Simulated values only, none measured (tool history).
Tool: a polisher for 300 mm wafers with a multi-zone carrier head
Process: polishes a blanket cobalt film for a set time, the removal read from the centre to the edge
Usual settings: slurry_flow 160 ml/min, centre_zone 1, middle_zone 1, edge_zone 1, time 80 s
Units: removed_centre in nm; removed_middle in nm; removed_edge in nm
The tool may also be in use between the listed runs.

run    hour  slurry_flow  centre_zone  middle_zone  edge_zone  time  incoming thickness of the incoming film, nm  removed_centre  removed_middle  removed_edge
  1       0          160            1         0.94          1    80                                       1418.7           480.6           442.3         474.6
  2    55.2          160            1            1       0.94    92                                       1386.8           546.5           539.7         528.8
       59.3  -- edge zone pressure recalibrated
  3   120.5          135            1         1.08          1    95                                       1383.8           543.2           572.2         546.4
  4   182.7          160            1         0.91       1.06    80                                       1386.1             471           422.7         483.6
      228.9  -- carrier head's membrane replaced by a new one
      339.4  -- worn pad replaced by a new one
  5   354.2          160            1            1          1    80                                         1397             492           478.3         492.7
      514.1  -- centre zone pressure recalibrated
  6   642.5          160            1            1       1.07    80                                       1381.1             455           443.4           485
      719.4  -- slurry nozzle cleaned
  7   724.6          160            1          1.1       1.07    80                                       1402.9           480.3           498.7         498.3
  8   770.2          160            1            1          1    80                                       1390.1           473.7             463         480.5
  9   814.8          200            1         1.09       0.91    80                                       1406.8           495.1           517.2         461.8
 10   922.3          160            1            1          1    80                                       1392.6           468.8           452.5         466.3
 11   961.1          160            1            1          1    80                                       1418.2           468.5           450.2         461.8
      994.2  -- worn pad replaced by a new one
 12  1050.6          140            1         1.05       0.95    57                                       1380.6           331.9           337.5         334.3
 13  1090.4          190         1.09            1          1    80                                       1372.2           525.7           480.9         491.6
 14  1150.2          160            1            1          1    80                                         1389           468.1           454.4         478.6
     1166.3  -- centre zone pressure recalibrated
     1181.4  -- carrier head's membrane replaced by a new one
 15  1188.9          195            1            1       0.95    94                                       1388.6           567.9           541.7         556.6
 16  1240.5          160         0.96            1          1   100                                       1387.1           556.5           551.1         569.2
 17  1289.2          160            1            1          1    80                                       1394.9           461.3           448.8           458
 18  1371.9          160         0.94            1          1    80                                       1413.2           423.1           435.5         455.3
     1452.8  -- slurry nozzle cleaned
 19  1498.3          190            1            1       0.91   103                                       1390.3           638.5           618.8         595.6
 20  1564.7          140         0.95            1          1    80                                       1424.1           447.3           450.4         465.5
     1624.4  -- edge zone pressure recalibrated
 21  1631.8          160            1            1          1    80                                         1387           473.2           468.6         468.2
       1727  -- worn pad replaced by a new one
 22  1731.2          160            1            1          1    80                                       1388.4           496.1             477         492.2
     1801.7  -- centre zone pressure recalibrated
 23  1824.9          160         1.09         1.04       1.03    80                                         1401           522.1           478.2         495.9

Measured less the same run without the tool's hidden state. The same run-to-run variation is in both; the gauge's scatter may not be:
The hidden state here: removal rate lost through wear of the pad, %; slurry flow missing at the pad, %; deviation of the centre zone's pressure from its setpoint, %; deviation of the edge zone's pressure from its setpoint, %.
run  removed_centre  removed_middle  removed_edge
  1           -28.6           -26.2         -27.5
  2           -37.1           -36.1         -34.1
  3           -43.3           -44.4         -39.7
  4           -40.1           -34.9         -37.4
  5           -23.4           -20.5         -16.3
  6           -60.8           -54.7         -49.7
  7           -33.6           -34.3         -32.7
  8           -36.2           -34.6           -34
  9           -38.9           -39.8         -33.8
 10           -45.6           -42.4         -39.9
 11           -48.1           -44.3         -41.2
 12           -22.4           -20.6         -15.9
 13           -34.9           -29.6         -25.2
 14           -43.4             -39         -33.8
 15           -52.3           -46.6         -40.6
 16           -65.5           -59.9           -51
 17             -60           -53.8         -45.3
 18           -63.7           -60.3         -51.4
 19           -41.4           -39.8         -37.7
 20           -33.6           -33.1         -32.7
 21           -38.4           -37.1           -35
 22           -16.1             -14         -11.2
 23           -33.6           -28.7         -25.1
